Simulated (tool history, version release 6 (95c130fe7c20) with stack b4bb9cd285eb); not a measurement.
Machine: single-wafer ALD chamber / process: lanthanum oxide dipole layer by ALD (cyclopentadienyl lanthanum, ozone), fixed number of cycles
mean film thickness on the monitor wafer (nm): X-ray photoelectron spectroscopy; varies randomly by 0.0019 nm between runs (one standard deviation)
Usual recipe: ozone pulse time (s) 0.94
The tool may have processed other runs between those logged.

run	hour	ozone pulse time (s)	read-back reference wafer on the same gauge, thickness_nm	mean film thickness on the monitor wafer (nm)
1	0	0.94	0.495	0.453
2	63.5	0.94	0.495	0.453
3	127.7	0.94	0.496	0.45
4	193.1	0.94	0.495	0.453
5	250.5	0.94	0.495	0.45
6	309.8	0.94	0.495	0.449
7	336.3	0.94	0.495	0.45
8	365.5	0.94	0.495	0.451
# hour 373.9: ozone generator serviced
9	396.3	1.15	0.495	0.494
10	426.9	1.13	0.495	0.491
11	491	1.12	0.495	0.49
12	544	1.12	0.495	0.488
# hour 553: thermocouple changed; heater temperature recalibrated
13	574	1.12	0.495	0.487
14	614.5	0.94	0.495	0.452
15	652.1	1.05	0.495	0.478
16	677.5	1.16	0.495	0.496
17	748.9	1.07	0.495	0.478
# hour 757.8: showerhead replaced
18	780.6	1.06	0.495	0.476
# hour 833.4: gauge calibrated
19	851.7	0.94	0.495	0.451
20	901.2	0.64	0.495	0.335
21	1116.4	0.73	0.495	0.379
# hour 1127: ozone generator serviced
22	1158.7	0.94	0.495	0.46
23	1228.1	0.94	0.495	0.458
24	1265	0.94	0.495	0.455
25	1309.3	1.04	0.495	0.475
26	1377.1	1.08	0.495	0.481
27	1447.7	1.09	0.495	0.483
28	1518.5	1.2	0.495	0.496
29	1562	1.1	0.495	0.482

Branching from run 29: 5 alternative next runs. What would each branch give?
A	1562.4	0.94	?	?
B	1562.4	0.66	?	?
C	1562.4	1.21	?	?
D	1562.4	1.31	?	?
E	1562.4	1.28	?	?

run	read-back reference wafer on the same gauge, thickness_nm	mean film thickness on the monitor wafer (nm)
A	0.495	0.449
B	0.495	0.345
C	0.495	0.496
D	0.495	0.507
E	0.495	0.504
With no hidden state in the tool, these same runs would have given:
run	mean film thickness on the monitor wafer (nm)
A	0.457
B	0.355
C	0.501
D	0.511
E	0.508
